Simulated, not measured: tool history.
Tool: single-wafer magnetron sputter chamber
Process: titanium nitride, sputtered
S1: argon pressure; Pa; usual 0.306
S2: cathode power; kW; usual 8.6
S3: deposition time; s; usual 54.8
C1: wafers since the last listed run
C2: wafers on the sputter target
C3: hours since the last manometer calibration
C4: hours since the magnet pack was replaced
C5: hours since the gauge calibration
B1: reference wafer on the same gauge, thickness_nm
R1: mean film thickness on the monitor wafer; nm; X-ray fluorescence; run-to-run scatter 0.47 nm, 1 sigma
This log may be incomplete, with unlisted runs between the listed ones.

Run 1, day 0: usual settings but S3 59.6 s; C1 0; C2 3100; C3 2271.2; C4 9666.9; C5 1155.2; B1 86.485. Result: R1 94.61 nm.
Run 2, day 1.842: usual settings but S3 59.6 s; C1 1289; C2 4390; C3 2315.4; C4 9711.1; C5 1199.4; B1 86.361. Result: R1 94.959 nm.
At day 4.275: gauge calibrated.
Run 3, day 5.079: usual settings; C1 2267; C2 6658; C3 2393.1; C4 9788.8; C5 19.3; B1 86.397. Result: R1 86.528 nm.
At day 6.608: sputter target and shields replaced.
Run 4, day 8.438: usual settings; C1 2118; C2 1280; C3 2473.7; C4 9869.4; C5 99.9; B1 86.39. Result: R1 87.868 nm.
Run 5, day 11.325: usual settings; C1 2022; C2 3302; C3 2543; C4 9938.7; C5 169.2; B1 86.326. Result: R1 88.194 nm.
Run 6, day 14.692: usual settings but S1 0.255 Pa; C1 2358; C2 5660; C3 2623.8; C4 10019.5; C5 250; B1 86.427. Result: R1 87.566 nm.
Run 7, day 17.967: usual settings but S1 0.255 Pa; C1 2293; C2 7954; C3 2702.4; C4 10098.1; C5 328.6; B1 86.422. Result: R1 87.534 nm.
At day 19.588: sputter target and shields replaced.
Run 8, day 21.258: usual settings but S3 61.2 s; C1 2072; C2 1169; C3 2781.4; C4 10177.1; C5 407.6; B1 86.416. Result: R1 98.99 nm.
Run 9, day 25.55: usual settings but S1 0.263 Pa, S3 58 s; C1 3006; C2 4175; C3 2884.4; C4 10280.1; C5 510.6; B1 86.386. Result: R1 93.53 nm.
At day 27.496: capacitance manometer re-zeroed and calibrated.
Run 10, day 28.158: usual settings but S1 0.238 Pa, S2 7.65 kW; C1 1593; C2 5768; C3 15.9; C4 10342.7; C5 573.2; B1 86.426. Result: R1 80.817 nm.
At day 30.546: sputter target and shields replaced.
Run 11, day 31.612: usual settings but S1 0.395 Pa, S3 58 s; C1 2185; C2 747; C3 98.8; C4 10425.6; C5 656.1; B1 86.399. Result: R1 91.295 nm.
Run 12, day 33.171: usual settings but S2 7.7 kW, S3 52 s; C1 1091; C2 1839; C3 136.2; C4 10463; C5 693.5; B1 86.451. Result: R1 76.329 nm.
Run 13, day 34.917: usual settings but S1 0.203 Pa, S2 6.9 kW; C1 1222; C2 3062; C3 178.1; C4 10504.9; C5 735.4; B1 86.382. Result: R1 76.571 nm.
At day 38.6: magnet pack replaced.
Run 14, day 39.079: usual settings; C1 2682; C2 5744; C3 278; C4 11.5; C5 835.3; B1 86.397. Result: R1 86.486 nm.
At day 42.742: sputter target and shields replaced.
Run 15, day 42.867: usual settings but S1 0.228 Pa, S3 50.3 s; C1 2419; C2 88; C3 368.9; C4 102.4; C5 926.2; B1 86.389. Result: R1 83.008 nm.
Run 16, day 46.442: usual settings; C1 2504; C2 2592; C3 454.7; C4 188.2; C5 1012; B1 86.408. Result: R1 87.585 nm.
At day 47.642: gauge calibrated.
At day 54.671: sputter target and shields replaced.
Run 17, day 57.438: usual settings but S1 0.373 Pa, S3 47.7 s; C1 7468; C2 1937; C3 718.6; C4 452.1; C5 235.1; B1 86.414. Result: R1 74.899 nm.
Run 18, day 60.796: usual settings but S3 59.6 s; C1 2352; C2 4289; C3 799.2; C4 532.7; C5 315.7; B1 86.387. Result: R1 94.626 nm.

Alternative continuations, all from the tool just after run 18; predict every row:
Run A, day 60.812: usual settings; C1 11; C2 4300; C3 799.6; C4 533.1; C5 316.1; B1 ?. Result: R1 ?.
Run B, day 60.812: usual settings but S1 0.427 Pa, S3 45.2 s; C1 11; C2 4300; C3 799.6; C4 533.1; C5 316.1; B1 ?. Result: R1 ?.
Run C, day 60.812: usual settings but S1 0.337 Pa, S3 50.8 s; C1 11; C2 4300; C3 799.6; C4 533.1; C5 316.1; B1 ?. Result: R1 ?.
Run D, day 60.812: usual settings but S2 7.85 kW; C1 11; C2 4300; C3 799.6; C4 533.1; C5 316.1; B1 ?. Result: R1 ?.

run      B1      R1
  A  86.402  87.475
  B  86.402  69.733
  C  86.402  80.381
  D  86.402   81.35
Stripped of hidden state, with their random variation kept, the same runs would have yielded:
run      R1
  A  89.092
  B  71.022
  C  81.868
  D  82.854
